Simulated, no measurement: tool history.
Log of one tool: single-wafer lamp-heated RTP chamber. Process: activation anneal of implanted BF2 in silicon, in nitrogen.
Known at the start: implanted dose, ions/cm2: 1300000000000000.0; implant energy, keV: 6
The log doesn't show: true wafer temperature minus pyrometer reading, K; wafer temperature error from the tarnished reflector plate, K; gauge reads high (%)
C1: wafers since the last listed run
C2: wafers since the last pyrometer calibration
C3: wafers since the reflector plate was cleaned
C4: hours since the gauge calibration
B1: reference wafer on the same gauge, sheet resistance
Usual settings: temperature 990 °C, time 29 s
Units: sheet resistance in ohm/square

{"run": 1, "hour": 0.0, "temperature": 990, "time": 20, "C1": 0, "C2": 5017, "C3": 2243, "C4": 992.9, "B1": 267.68, "sheet resistance": 300.89}
{"run": 2, "hour": 104.0, "temperature": 990, "time": 20, "C1": 1536, "C2": 6553, "C3": 3779, "C4": 1096.9, "B1": 268.11, "sheet resistance": 299.47}
{"run": 3, "hour": 142.9, "temperature": 990, "time": 29, "C1": 574, "C2": 7128, "C3": 4354, "C4": 1135.8, "B1": 267.99, "sheet resistance": 266.96}
{"run": 4, "hour": 221.3, "temperature": 990, "time": 29, "C1": 1158, "C2": 8287, "C3": 5513, "C4": 1214.2, "B1": 267.86, "sheet resistance": 263.92}
{"hour": 255.6, "done": "pyrometer window cleaned and pyrometer calibrated"}
{"run": 5, "hour": 312.7, "temperature": 990, "time": 29, "C1": 1232, "C2": 844, "C3": 6745, "C4": 1305.6, "B1": 268.33, "sheet resistance": 276.77}
{"run": 6, "hour": 386.4, "temperature": 990, "time": 29, "C1": 1089, "C2": 1933, "C3": 7835, "C4": 1379.3, "B1": 268.2, "sheet resistance": 275.82}
{"hour": 447.2, "done": "reflector plate cleaned"}
{"run": 7, "hour": 493.2, "temperature": 990, "time": 29, "C1": 1460, "C2": 3393, "C3": 680, "C4": 1486.1, "B1": 268.3, "sheet resistance": 272.63}
{"run": 8, "hour": 537.7, "temperature": 990, "time": 29, "C1": 657, "C2": 4050, "C3": 1337, "C4": 1530.6, "B1": 267.85, "sheet resistance": 270.94}
{"run": 9, "hour": 576.4, "temperature": 1007, "time": 29, "C1": 571, "C2": 4622, "C3": 1909, "C4": 1569.3, "B1": 267.62, "sheet resistance": 216.11}
{"run": 10, "hour": 648.7, "temperature": 1007, "time": 29, "C1": 1068, "C2": 5691, "C3": 2978, "C4": 1641.6, "B1": 268.34, "sheet resistance": 214.77}
{"hour": 721.4, "done": "gauge calibrated"}
{"run": 11, "hour": 734.1, "temperature": 1007, "time": 29, "C1": 1262, "C2": 6953, "C3": 4240, "C4": 12.7, "B1": 267.92, "sheet resistance": 215.78}
{"run": 12, "hour": 805.9, "temperature": 990, "time": 21, "C1": 1061, "C2": 8014, "C3": 5301, "C4": 84.5, "B1": 268.41, "sheet resistance": 295.66}
{"hour": 837.2, "done": "pyrometer window cleaned and pyrometer calibrated"}
{"run": 13, "hour": 910.0, "temperature": 990, "time": 21, "C1": 1420, "C2": 1075, "C3": 6721, "C4": 188.6, "B1": 267.38, "sheet resistance": 305.61}
{"run": 14, "hour": 954.6, "temperature": 990, "time": 21, "C1": 659, "C2": 1735, "C3": 7380, "C4": 233.2, "B1": 267.48, "sheet resistance": 304.94}
{"hour": 995.3, "done": "reflector plate cleaned"}
{"run": 15, "hour": 1080.9, "temperature": 990, "time": 29, "C1": 1748, "C2": 3483, "C3": 1265, "C4": 359.5, "B1": 268.1, "sheet resistance": 273.9}
{"run": 16, "hour": 1139.2, "temperature": 990, "time": 29, "C1": 861, "C2": 4344, "C3": 2126, "C4": 417.8, "B1": 267.38, "sheet resistance": 273.16}
{"run": 17, "hour": 1218.5, "temperature": 965, "time": 41, "C1": 1171, "C2": 5516, "C3": 3298, "C4": 497.1, "B1": 268.24, "sheet resistance": 336.94}
{"run": 18, "hour": 1283.5, "temperature": 990, "time": 21, "C1": 960, "C2": 6477, "C3": 4259, "C4": 562.1, "B1": 267.52, "sheet resistance": 297.71}
{"run": 19, "hour": 1356.1, "temperature": 962, "time": 16, "C1": 1072, "C2": 7550, "C3": 5332, "C4": 634.7, "B1": 268.77, "sheet resistance": 437.75}
{"hour": 1436.8, "done": "pyrometer window cleaned and pyrometer calibrated"}
{"run": 20, "hour": 1463.5, "temperature": 990, "time": 29, "C1": 1468, "C2": 394, "C3": 6801, "C4": 742.1, "B1": 268.21, "sheet resistance": 275.57}
{"hour": 1529.3, "done": "reflector plate cleaned"}
{"run": 21, "hour": 1568.0, "temperature": 976, "time": 39, "C1": 1426, "C2": 1821, "C3": 571, "C4": 846.6, "B1": 267.66, "sheet resistance": 302.18}
{"run": 22, "hour": 1624.9, "temperature": 1015, "time": 41, "C1": 840, "C2": 2661, "C3": 1412, "C4": 903.5, "B1": 267.95, "sheet resistance": 182.5}
{"run": 23, "hour": 1730.7, "temperature": 990, "time": 24, "C1": 1563, "C2": 4225, "C3": 2975, "C4": 1009.3, "B1": 268.78, "sheet resistance": 287.64}
{"run": 24, "hour": 1825.1, "temperature": 1013, "time": 29, "C1": 1395, "C2": 5620, "C3": 4370, "C4": 1103.7, "B1": 268.1, "sheet resistance": 201.98}
{"run": 25, "hour": 1881.0, "temperature": 1016, "time": 21, "C1": 826, "C2": 6446, "C3": 5196, "C4": 1159.6, "B1": 267.78, "sheet resistance": 216.17}
{"hour": 1920.6, "done": "pyrometer window cleaned and pyrometer calibrated"}
{"run": 26, "hour": 1921.1, "temperature": 1001, "time": 41, "C1": 474, "C2": 8, "C3": 5671, "C4": 1199.7, "B1": 268.36, "sheet resistance": 213.72}
{"run": 27, "hour": 2015.5, "temperature": 990, "time": 29, "C1": 1395, "C2": 1403, "C3": 7066, "C4": 1294.1, "B1": 267.8, "sheet resistance": 272.75}
{"hour": 2042.3, "done": "gauge calibrated"}
{"run": 28, "hour": 2113.5, "temperature": 990, "time": 29, "C1": 1448, "C2": 2851, "C3": 8514, "C4": 71.2, "B1": 267.81, "sheet resistance": 275.82}
{"hour": 2178.0, "done": "reflector plate cleaned"}
{"run": 29, "hour": 2358.0, "temperature": 998, "time": 37, "C1": 3495, "C2": 6346, "C3": 2659, "C4": 315.7, "B1": 267.17, "sheet resistance": 223.17}
{"run": 30, "hour": 2415.8, "temperature": 968, "time": 40, "C1": 854, "C2": 7200, "C3": 3513, "C4": 373.5, "B1": 267.6, "sheet resistance": 324.24}
{"hour": 2475.9, "done": "pyrometer window cleaned and pyrometer calibrated"}
{"run": 31, "hour": 2476.4, "temperature": 1001, "time": 29, "C1": 777, "C2": 7, "C3": 4291, "C4": 434.1, "B1": 268.04, "sheet resistance": 239.29}
{"run": 32, "hour": 2525.5, "temperature": 990, "time": 42, "C1": 725, "C2": 733, "C3": 5016, "C4": 483.2, "B1": 267.52, "sheet resistance": 244.43}
{"run": 33, "hour": 2563.2, "temperature": 1001, "time": 41, "C1": 557, "C2": 1290, "C3": 5573, "C4": 520.9, "B1": 267.85, "sheet resistance": 213.67}

4 ways to go on from here, each from the tool as it stands after run 33. What would each give?
{"run": "A", "hour": 2563.6, "temperature": 990, "time": 29, "C1": 5, "C2": 1296, "C3": 5579, "C4": 521.3, "B1": "?", "sheet resistance": "?"}
{"run": "B", "hour": 2563.6, "temperature": 1003, "time": 29, "C1": 5, "C2": 1296, "C3": 5579, "C4": 521.3, "B1": "?", "sheet resistance": "?"}
{"run": "C", "hour": 2563.6, "temperature": 1016, "time": 29, "C1": 5, "C2": 1296, "C3": 5579, "C4": 521.3, "B1": "?", "sheet resistance": "?"}
{"run": "D", "hour": 2563.6, "temperature": 1017, "time": 17, "C1": 5, "C2": 1296, "C3": 5579, "C4": 521.3, "B1": "?", "sheet resistance": "?"}

run=A B1=268.26 sheet_resistance=278.08
run=B B1=268.26 sheet_resistance=233.57
run=C B1=268.26 sheet_resistance=201.45
run=D B1=268.26 sheet_resistance=237.54
Without the tool's hidden state the same runs would have given:
run=A sheet_resistance=280.31
run=B sheet_resistance=235.36
run=C sheet_resistance=202.59
run=D sheet_resistance=239.07
